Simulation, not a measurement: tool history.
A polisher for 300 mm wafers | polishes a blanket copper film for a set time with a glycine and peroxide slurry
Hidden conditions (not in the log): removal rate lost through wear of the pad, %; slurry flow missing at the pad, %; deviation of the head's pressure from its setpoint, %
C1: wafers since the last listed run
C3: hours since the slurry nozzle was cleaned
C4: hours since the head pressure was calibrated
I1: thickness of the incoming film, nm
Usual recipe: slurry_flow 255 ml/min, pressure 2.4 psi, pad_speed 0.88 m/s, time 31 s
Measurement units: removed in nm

{"run": 1, "day": 0.0, "slurry_flow": 255, "pressure": 2.4, "pad_speed": 0.88, "time": 31, "C1": 0, "wafers polished on this pad": 747, "C3": 631.7, "C4": 781, "I1": 1639.1, "removed": 151.4}
{"run": 2, "day": 0.4, "slurry_flow": 255, "pressure": 2.4, "pad_speed": 0.88, "time": 31, "C1": 122, "wafers polished on this pad": 869, "C3": 641.3, "C4": 790.6, "I1": 1661.6, "removed": 155}
{"day": 0.788, "done": "worn pad replaced by a new one"}
{"run": 3, "day": 1.004, "slurry_flow": 255, "pressure": 2.4, "pad_speed": 0.88, "time": 31, "C1": 133, "wafers polished on this pad": 66, "C3": 655.8, "C4": 805.1, "I1": 1632.9, "removed": 158.9}
{"run": 4, "day": 1.588, "slurry_flow": 255, "pressure": 2.4, "pad_speed": 0.88, "time": 31, "C1": 178, "wafers polished on this pad": 244, "C3": 669.8, "C4": 819.1, "I1": 1600.7, "removed": 157.9}
{"run": 5, "day": 1.942, "slurry_flow": 255, "pressure": 2.4, "pad_speed": 0.88, "time": 31, "C1": 108, "wafers polished on this pad": 353, "C3": 678.3, "C4": 827.6, "I1": 1610.8, "removed": 155.7}
{"run": 6, "day": 2.625, "slurry_flow": 255, "pressure": 2.4, "pad_speed": 0.88, "time": 31, "C1": 209, "wafers polished on this pad": 562, "C3": 694.7, "C4": 844, "I1": 1619.3, "removed": 155.1}
{"run": 7, "day": 3.117, "slurry_flow": 255, "pressure": 2.4, "pad_speed": 0.88, "time": 31, "C1": 150, "wafers polished on this pad": 712, "C3": 706.5, "C4": 855.8, "I1": 1636.9, "removed": 154.2}
{"day": 4.204, "done": "worn pad replaced by a new one"}
{"run": 8, "day": 4.529, "slurry_flow": 195, "pressure": 2.4, "pad_speed": 0.88, "time": 39, "C1": 381, "wafers polished on this pad": 98, "C3": 740.4, "C4": 889.7, "I1": 1630.8, "removed": 169.7}
{"day": 4.767, "done": "head pressure recalibrated"}
{"day": 4.846, "done": "slurry nozzle cleaned"}
{"run": 9, "day": 5.262, "slurry_flow": 195, "pressure": 2.4, "pad_speed": 0.88, "time": 39, "C1": 186, "wafers polished on this pad": 285, "C3": 10, "C4": 11.9, "I1": 1650.8, "removed": 170.3}
{"run": 10, "day": 5.942, "slurry_flow": 195, "pressure": 2.4, "pad_speed": 0.88, "time": 39, "C1": 207, "wafers polished on this pad": 492, "C3": 26.3, "C4": 28.2, "I1": 1649.2, "removed": 166.5}
{"day": 6.254, "done": "worn pad replaced by a new one, repeated, since the last time left the tool worse"}
{"run": 11, "day": 6.571, "slurry_flow": 255, "pressure": 1.9, "pad_speed": 0.98, "time": 31, "C1": 141, "wafers polished on this pad": 97, "C3": 41.4, "C4": 43.3, "I1": 1642.6, "removed": 157.3}
{"run": 12, "day": 6.962, "slurry_flow": 255, "pressure": 2.4, "pad_speed": 0.88, "time": 31, "C1": 119, "wafers polished on this pad": 217, "C3": 50.8, "C4": 52.7, "I1": 1632.9, "removed": 154.7}
{"run": 13, "day": 7.379, "slurry_flow": 255, "pressure": 2.4, "pad_speed": 0.88, "time": 37, "C1": 127, "wafers polished on this pad": 344, "C3": 60.8, "C4": 62.7, "I1": 1627, "removed": 184.4}
{"run": 14, "day": 7.629, "slurry_flow": 225, "pressure": 2.4, "pad_speed": 1.1, "time": 31, "C1": 76, "wafers polished on this pad": 421, "C3": 66.8, "C4": 68.7, "I1": 1624.4, "removed": 185.2}
{"run": 15, "day": 8.312, "slurry_flow": 315, "pressure": 2.4, "pad_speed": 0.88, "time": 40, "C1": 209, "wafers polished on this pad": 630, "C3": 83.2, "C4": 85.1, "I1": 1636.5, "removed": 205.3}
{"run": 16, "day": 8.833, "slurry_flow": 255, "pressure": 2.4, "pad_speed": 0.88, "time": 31, "C1": 159, "wafers polished on this pad": 789, "C3": 95.7, "C4": 97.6, "I1": 1654.8, "removed": 153.9}
{"day": 9.242, "done": "worn pad replaced by a new one"}
{"run": 17, "day": 9.375, "slurry_flow": 205, "pressure": 2.6, "pad_speed": 0.88, "time": 31, "C1": 114, "wafers polished on this pad": 40, "C3": 108.7, "C4": 110.6, "I1": 1621.2, "removed": 158.3}
{"run": 18, "day": 10.05, "slurry_flow": 255, "pressure": 3.1, "pad_speed": 0.88, "time": 31, "C1": 206, "wafers polished on this pad": 246, "C3": 124.9, "C4": 126.8, "I1": 1624, "removed": 180.7}
{"run": 19, "day": 10.429, "slurry_flow": 175, "pressure": 2.9, "pad_speed": 0.88, "time": 31, "C1": 116, "wafers polished on this pad": 362, "C3": 134, "C4": 135.9, "I1": 1641.7, "removed": 164.3}
{"run": 20, "day": 10.933, "slurry_flow": 255, "pressure": 2.4, "pad_speed": 0.88, "time": 31, "C1": 154, "wafers polished on this pad": 517, "C3": 146.1, "C4": 148, "I1": 1620.9, "removed": 157.2}
{"day": 11.967, "done": "worn pad replaced by a new one"}
{"run": 21, "day": 11.988, "slurry_flow": 215, "pressure": 2.8, "pad_speed": 0.88, "time": 22, "C1": 271, "wafers polished on this pad": 6, "C3": 171.4, "C4": 173.3, "I1": 1619, "removed": 118.9}
{"run": 22, "day": 12.342, "slurry_flow": 255, "pressure": 2.4, "pad_speed": 0.88, "time": 23, "C1": 108, "wafers polished on this pad": 114, "C3": 179.9, "C4": 181.8, "I1": 1656.2, "removed": 116.7}
{"run": 23, "day": 12.879, "slurry_flow": 205, "pressure": 2.6, "pad_speed": 0.88, "time": 31, "C1": 164, "wafers polished on this pad": 278, "C3": 192.8, "C4": 194.7, "I1": 1637.8, "removed": 160.8}
{"run": 24, "day": 13.554, "slurry_flow": 255, "pressure": 2.4, "pad_speed": 1.06, "time": 31, "C1": 206, "wafers polished on this pad": 485, "C3": 209, "C4": 210.9, "I1": 1653.8, "removed": 183.8}
{"run": 25, "day": 14.121, "slurry_flow": 255, "pressure": 2.8, "pad_speed": 0.88, "time": 39, "C1": 173, "wafers polished on this pad": 658, "C3": 222.6, "C4": 224.5, "I1": 1639.6, "removed": 206.8}
{"run": 26, "day": 14.708, "slurry_flow": 255, "pressure": 2.4, "pad_speed": 0.88, "time": 31, "C1": 179, "wafers polished on this pad": 838, "C3": 236.7, "C4": 238.6, "I1": 1630.2, "removed": 154.1}
{"day": 14.883, "done": "worn pad replaced by a new one"}
{"run": 27, "day": 15.083, "slurry_flow": 310, "pressure": 2.8, "pad_speed": 0.88, "time": 35, "C1": 63, "wafers polished on this pad": 60, "C3": 245.7, "C4": 247.6, "I1": 1608.7, "removed": 199.4}

Take each entry between the runs: how does the hidden state at the last listed run before it differ from the hidden state at the first listed run after it?
From run 2 to run 3: worn pad replaced by a new one (day 0.788)
  removal rate lost through wear of the pad, %: 5.65 -> 1.08
  difference, measured minus the result without the unlogged condition, removed: -9.3 -> -1.7 nm
From run 7 to run 8: worn pad replaced by a new one (day 4.204)
  removal rate lost through wear of the pad, %: 4.85 -> 12.5
  difference, measured minus the result without the unlogged condition, removed: -7.8 -> -24.3 nm
From run 8 to run 9: head pressure recalibrated (day 4.767); slurry nozzle cleaned (day 4.846)
  removal rate lost through wear of the pad, %: 12.5 -> 13.8
  difference, measured minus the result without the unlogged condition, removed: -24.3 -> -27.3 nm
From run 10 to run 11: worn pad replaced by a new one, repeated, since the last time left the tool worse (day 6.254)
  removal rate lost through wear of the pad, %: 15 -> 0.936
  difference, measured minus the result without the unlogged condition, removed: -29.5 -> -1.5 nm
From run 16 to run 17: worn pad replaced by a new one (day 9.242)
  removal rate lost through wear of the pad, %: 4.97 -> 0.778
  difference, measured minus the result without the unlogged condition, removed: -8.1 -> -1.3 nm
From run 20 to run 21: worn pad replaced by a new one (day 11.967)
  removal rate lost through wear of the pad, %: 3.56 -> 0.262
  difference, measured minus the result without the unlogged condition, removed: -5.8 -> -0.3 nm
From run 26 to run 27: worn pad replaced by a new one (day 14.883)
  removal rate lost through wear of the pad, %: 5.11 -> 0.527
  difference, measured minus the result without the unlogged condition, removed: -8.3 -> -1 nm
